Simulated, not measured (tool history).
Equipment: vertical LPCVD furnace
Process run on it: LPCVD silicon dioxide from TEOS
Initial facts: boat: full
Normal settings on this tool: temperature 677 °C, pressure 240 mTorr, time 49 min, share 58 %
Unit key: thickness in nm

| run | day | temperature | pressure | time | share | wafers since the last listed run | hours since the last temperature calibration | hours since the pressure gauge was zeroed | hours since the TEOS flow controller was replaced | hours since the gauge calibration | read-back reference wafer on the same gauge, thickness | thickness |
|---|---|---|---|---|---|---|---|---|---|---|---|---|
| 1 | 0 | 677 | 240 | 49 | 58 | 0 | 2317.4 | 2732.9 | 4393.7 | 2005.4 | 214.88 | 188.34 |
| 2 | 3.462 | 677 | 240 | 49 | 58 | 1149 | 2400.5 | 2816 | 4476.8 | 2088.5 | 215.01 | 189 |
| 3 | 7.479 | 677 | 240 | 49 | 58 | 1333 | 2496.9 | 2912.4 | 4573.2 | 2184.9 | 215.06 | 188.13 |
| 4 | 10.333 | 677 | 240 | 49 | 58 | 947 | 2565.4 | 2980.9 | 4641.7 | 2253.4 | 214.99 | 188.53 |
| 5 | 13.896 | 677 | 240 | 49 | 58 | 1182 | 2650.9 | 3066.4 | 4727.2 | 2338.9 | 215.19 | 189.08 |
| 6 | 17.942 | 677 | 240 | 49 | 58 | 1343 | 2748 | 3163.5 | 4824.3 | 2436 | 214.92 | 187.91 |
| 7 | 20.304 | 677 | 240 | 49 | 58 | 784 | 2804.7 | 3220.2 | 4881 | 2492.7 | 215.24 | 188.41 |
| 8 | 22.875 | 677 | 240 | 49 | 58 | 853 | 2866.4 | 3281.9 | 4942.7 | 2554.4 | 215.04 | 188.84 |
| 9 | 26.379 | 677 | 240 | 60.5 | 58 | 1163 | 2950.5 | 3366 | 5026.8 | 2638.5 | 215.13 | 230.25 |
| 10 | 30.621 | 677 | 240 | 60.5 | 58 | 1408 | 3052.3 | 3467.8 | 5128.6 | 2740.3 | 215.15 | 231.59 |
| 11 | 33.838 | 677 | 240 | 60.5 | 58 | 1068 | 3129.5 | 3545 | 5205.8 | 2817.5 | 215.02 | 231.05 |
| 12 | 36.362 | 677 | 240 | 49 | 58 | 838 | 3190.1 | 3605.6 | 5266.4 | 2878.1 | 215.11 | 187.12 |
| 13 | 38.825 | 677 | 240 | 49 | 58 | 817 | 3249.2 | 3664.7 | 5325.5 | 2937.2 | 215 | 186.02 |
|  | 39.967 | pressure gauge zeroed |
|  | 41.358 | gauge calibrated |
| 14 | 41.6 | 677 | 240 | 37.5 | 58 | 589 | 3315.8 | 39.2 | 5392.1 | 5.8 | 215.02 | 147.87 |
| 15 | 45.242 | 677 | 240 | 37.5 | 58 | 1209 | 3403.2 | 126.6 | 5479.5 | 93.2 | 214.95 | 147.69 |
| 16 | 49.029 | 677 | 240 | 58.5 | 58 | 1257 | 3494.1 | 217.5 | 5570.4 | 184.1 | 214.91 | 231.19 |
| 17 | 52.383 | 677 | 240 | 49 | 58 | 1113 | 3574.6 | 298 | 5650.9 | 264.6 | 215.03 | 192.45 |
|  | 55.992 | thermocouples replaced and temperature profile calibrated |
| 18 | 56.004 | 677 | 285 | 49 | 52 | 870 | 0.3 | 384.9 | 5737.8 | 351.5 | 214.76 | 192.64 |
|  | 59.508 | TEOS flow controller replaced |
| 19 | 59.529 | 680 | 260 | 65 | 62 | 838 | 84.9 | 469.5 | 0.5 | 436.1 | 215 | 288.06 |
| 20 | 63.417 | 688 | 300 | 49 | 62 | 1290 | 178.2 | 562.8 | 93.8 | 529.4 | 214.77 | 282.64 |
| 21 | 67.675 | 677 | 240 | 49 | 58 | 1414 | 280.4 | 665 | 196 | 631.6 | 215 | 187.59 |
| 22 | 71.588 | 672 | 240 | 64.5 | 58 | 1299 | 374.3 | 758.9 | 289.9 | 725.5 | 215.06 | 220.2 |
| 23 | 75.35 | 669 | 260 | 42.5 | 54 | 1249 | 464.6 | 849.2 | 380.2 | 815.8 | 214.81 | 135.37 |
| 24 | 79.646 | 677 | 240 | 49 | 58 | 1426 | 567.7 | 952.3 | 483.3 | 918.9 | 214.88 | 188.4 |
| 25 | 84.05 | 668 | 210 | 49 | 67 | 1462 | 673.4 | 1058 | 589 | 1024.6 | 214.95 | 151.29 |

Run 26 comes next. What will it give?
| 26 | 87.746 | 677 | 240 | 49 | 58 | 1227 | 762.1 | 1146.7 | 677.7 | 1113.3 | ? | ? |

For run 26 the tool returned read-back reference wafer on the same gauge, thickness 214.96, thickness 189.54 nm.
With no hidden state in the tool, this same run would have given thickness 187.18 nm.

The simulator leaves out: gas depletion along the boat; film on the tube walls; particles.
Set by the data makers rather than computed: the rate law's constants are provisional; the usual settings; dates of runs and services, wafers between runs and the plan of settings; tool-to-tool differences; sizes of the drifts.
